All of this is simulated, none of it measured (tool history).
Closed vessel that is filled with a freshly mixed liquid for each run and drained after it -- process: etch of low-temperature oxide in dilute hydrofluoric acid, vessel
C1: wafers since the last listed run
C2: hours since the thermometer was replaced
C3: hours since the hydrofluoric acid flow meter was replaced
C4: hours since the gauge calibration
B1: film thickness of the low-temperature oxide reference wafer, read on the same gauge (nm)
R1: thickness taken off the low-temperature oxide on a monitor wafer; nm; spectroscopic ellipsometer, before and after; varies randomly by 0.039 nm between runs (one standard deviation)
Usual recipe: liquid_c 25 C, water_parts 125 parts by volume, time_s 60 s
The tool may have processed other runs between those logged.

Run 1, day 0: usual settings; C1 0; C2 1438.8; C3 163.6; C4 190.8; B1 149.98. Result: R1 11.42 nm.
Run 2, day 1.088: usual settings; C1 2946; C2 1464.9; C3 189.7; C4 216.9; B1 150. Result: R1 11.33 nm.
Run 3, day 2.538: usual settings; C1 3928; C2 1499.7; C3 224.5; C4 251.7; B1 150. Result: R1 11.29 nm.
Run 4, day 4.454: usual settings; C1 5192; C2 1545.7; C3 270.5; C4 297.7; B1 150.03. Result: R1 11.39 nm.
Run 5, day 6.212: usual settings; C1 4763; C2 1587.9; C3 312.7; C4 339.9; B1 150.03. Result: R1 11.37 nm.
Run 6, day 8.642: usual settings; C1 6580; C2 1646.2; C3 371; C4 398.2; B1 149.96. Result: R1 11.36 nm.
Run 7, day 9.808: usual settings but water_parts 145 parts by volume; C1 3160; C2 1674.2; C3 399; C4 426.2; B1 150.01. Result: R1 9.54 nm.
Run 8, day 11.112: usual settings but water_parts 145 parts by volume; C1 3533; C2 1705.5; C3 430.3; C4 457.5; B1 149.99. Result: R1 9.51 nm.
Run 9, day 13.95: usual settings but water_parts 145 parts by volume; C1 7686; C2 1773.6; C3 498.4; C4 525.6; B1 149.98. Result: R1 9.54 nm.
Run 10, day 15.133: usual settings; C1 3205; C2 1802; C3 526.8; C4 554; B1 150.02. Result: R1 11.32 nm.
Run 11, day 17.125: usual settings; C1 5395; C2 1849.8; C3 574.6; C4 601.8; B1 149.99. Result: R1 11.31 nm.
Run 12, day 19.379: usual settings; C1 6106; C2 1903.9; C3 628.7; C4 655.9; B1 150. Result: R1 11.29 nm.
Run 13, day 21.367: usual settings; C1 5384; C2 1951.6; C3 676.4; C4 703.6; B1 150. Result: R1 11.23 nm.
Run 14, day 23.346: usual settings; C1 5361; C2 1999.1; C3 723.9; C4 751.1; B1 150.01. Result: R1 11.29 nm.
At day 24.812: gauge calibrated.
Run 15, day 25.1: usual settings but time_s 95 s; C1 4752; C2 2041.2; C3 766; C4 6.9; B1 150.02. Result: R1 17.76 nm.
Run 16, day 31.396: usual settings; C1 17055; C2 2192.3; C3 917.1; C4 158; B1 149.98. Result: R1 11.12 nm.
Run 17, day 32.988: usual settings; C1 4311; C2 2230.5; C3 955.3; C4 196.2; B1 150. Result: R1 11.17 nm.
Run 18, day 34.283: usual settings but liquid_c 21.5 C, water_parts 95 parts by volume, time_s 80 s; C1 3510; C2 2261.6; C3 986.4; C4 227.3; B1 150.02. Result: R1 17.8 nm.
At day 35.542: thermometer replaced.
Run 19, day 36.333: usual settings; C1 5440; C2 19; C3 1035.6; C4 276.5; B1 150.05. Result: R1 11.2 nm.
At day 37.454: hydrofluoric acid flow meter replaced.
Run 20, day 38.338: usual settings but liquid_c 20.5 C, water_parts 175 parts by volume; C1 5316; C2 67.1; C3 21.2; C4 324.6; B1 150. Result: R1 6.5 nm.
Run 21, day 39.492: usual settings; C1 3126; C2 94.8; C3 48.9; C4 352.3; B1 149.97. Result: R1 11.54 nm.
Run 22, day 41.146: usual settings but liquid_c 23.5 C, water_parts 165 parts by volume, time_s 70 s; C1 4481; C2 134.5; C3 88.6; C4 392; B1 150.01. Result: R1 9.1 nm.
Run 23, day 42.204: usual settings but water_parts 80 parts by volume, time_s 80 s; C1 2867; C2 159.9; C3 114; C4 417.4; B1 149.97. Result: R1 25.2 nm.
Run 24, day 46.333: usual settings; C1 11186; C2 259; C3 213.1; C4 516.5; B1 150.01. Result: R1 11.41 nm.
Run 25, day 48.967: usual settings but liquid_c 21 C, water_parts 70 parts by volume; C1 7133; C2 322.2; C3 276.3; C4 579.7; B1 150.01. Result: R1 18.54 nm.
Run 26, day 51.721: usual settings; C1 7461; C2 388.3; C3 342.4; C4 645.8; B1 150. Result: R1 11.32 nm.
Run 27, day 54.017: usual settings but liquid_c 29.5 C, time_s 35 s; C1 6219; C2 443.4; C3 397.5; C4 700.9; B1 150.01. Result: R1 7.9 nm.
Run 28, day 55.729: usual settings but water_parts 175 parts by volume, time_s 85 s; C1 4639; C2 484.5; C3 438.6; C4 742; B1 150.02. Result: R1 10.85 nm.
Run 29, day 58.129: usual settings but liquid_c 20 C; C1 6501; C2 542.1; C3 496.2; C4 799.6; B1 150.05. Result: R1 9.32 nm.

4 options for the next run, each taken on its own from the tool as it stands now. Forecast them:
Run A, day 58.158: usual settings but water_parts 175 parts by volume; C1 79; C2 542.8; C3 496.9; C4 800.3; B1 ?. Result: R1 ?.
Run B, day 58.158: usual settings but water_parts 185 parts by volume; C1 79; C2 542.8; C3 496.9; C4 800.3; B1 ?. Result: R1 ?.
Run C, day 58.158: usual settings but liquid_c 26.5 C, water_parts 150 parts by volume, time_s 80 s; C1 79; C2 542.8; C3 496.9; C4 800.3; B1 ?. Result: R1 ?.
Run D, day 58.158: usual settings but liquid_c 29.5 C, water_parts 85 parts by volume; C1 79; C2 542.8; C3 496.9; C4 800.3; B1 ?. Result: R1 ?.

run      B1     R1
  A  149.99   7.64
  B  149.99   7.15
  C  149.99  12.95
  D  149.99  20.91
What these runs would have given with no unlogged condition in the tool:
run     R1
  A   7.75
  B   7.24
  C  13.12
  D  21.18
